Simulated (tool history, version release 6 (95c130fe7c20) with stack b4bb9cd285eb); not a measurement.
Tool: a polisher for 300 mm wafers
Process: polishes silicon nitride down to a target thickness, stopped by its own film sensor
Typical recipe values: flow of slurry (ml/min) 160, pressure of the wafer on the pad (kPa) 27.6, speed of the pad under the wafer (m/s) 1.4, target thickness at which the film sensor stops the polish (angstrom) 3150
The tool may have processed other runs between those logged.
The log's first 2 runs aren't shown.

run	day	flow of slurry (ml/min)	pressure of the wafer on the pad (kPa)	speed of the pad under the wafer (m/s)	target thickness at which the film sensor stops the polish (angstrom)	wafers since the last listed run	wafers polished on this pad	hours since the slurry nozzle was cleaned	hours since the head pressure was calibrated	incoming thickness of the incoming film, nm	time until the film sensor stopped the polish (s)
3	1.175	160	21.4	1.4	3150	129	1036	166.3	709.6	479.8	87.3
4	1.479	160	31.7	1.4	3530	86	1123	173.6	716.9	479.9	50.6
# day 1.992: worn pad replaced by a new one
5	2.012	160	31.7	1.4	3530	104	5	186.4	729.7	483	52.3
6	2.492	160	31.7	1.4	3530	136	142	197.9	741.2	480.6	49.2
7	2.746	160	27.6	1.52	3480	72	214	204	747.3	486.7	56.4
8	3.104	160	27.6	1.52	3480	102	317	212.6	755.9	478.4	54.8
9	3.679	160	27.6	1.4	3150	163	481	226.4	769.7	484.5	76.5
10	4.225	160	32.4	1.4	3150	155	636	239.5	782.8	474.3	63.5
11	4.625	160	32.4	1.4	3150	114	750	249.1	792.4	475.1	63.3
# day 5.121: slurry nozzle cleaned
12	5.183	160	27.6	1.4	3150	147	898	1.5	805.8	481.5	73.5
13	5.804	160	27.6	1.22	3150	177	1075	16.4	820.7	483.4	82
# day 6.638: head pressure recalibrated
14	6.883	160	27.6	1.22	3150	284	1359	42.3	5.9	479.6	81.7
# day 7.125: worn pad replaced by a new one
15	7.338	160	27.6	1.22	3150	81	60	53.2	16.8	484.9	84.5
16	7.758	160	27.6	1.4	3150	120	180	63.3	26.9	482.3	75.1
17	8.196	160	27.6	1.4	3150	124	304	73.8	37.4	480	73.3
18	8.612	160	27.6	1.4	3150	118	423	83.8	47.4	478.4	73.1
19	8.888	105	27.6	1.28	3150	78	502	90.4	54	485.6	87.5

Estimate the outcome of run 20 from the log above:
20	9.279	160	27.6	1.4	3150	111	613	99.8	63.4	479.6	?

{"run 20": {"time until the film sensor stopped the polish (s)": 73}}
On a tool with no hidden condition, and with the same random variation, this run would have come out at time until the film sensor stopped the polish (s) 73.

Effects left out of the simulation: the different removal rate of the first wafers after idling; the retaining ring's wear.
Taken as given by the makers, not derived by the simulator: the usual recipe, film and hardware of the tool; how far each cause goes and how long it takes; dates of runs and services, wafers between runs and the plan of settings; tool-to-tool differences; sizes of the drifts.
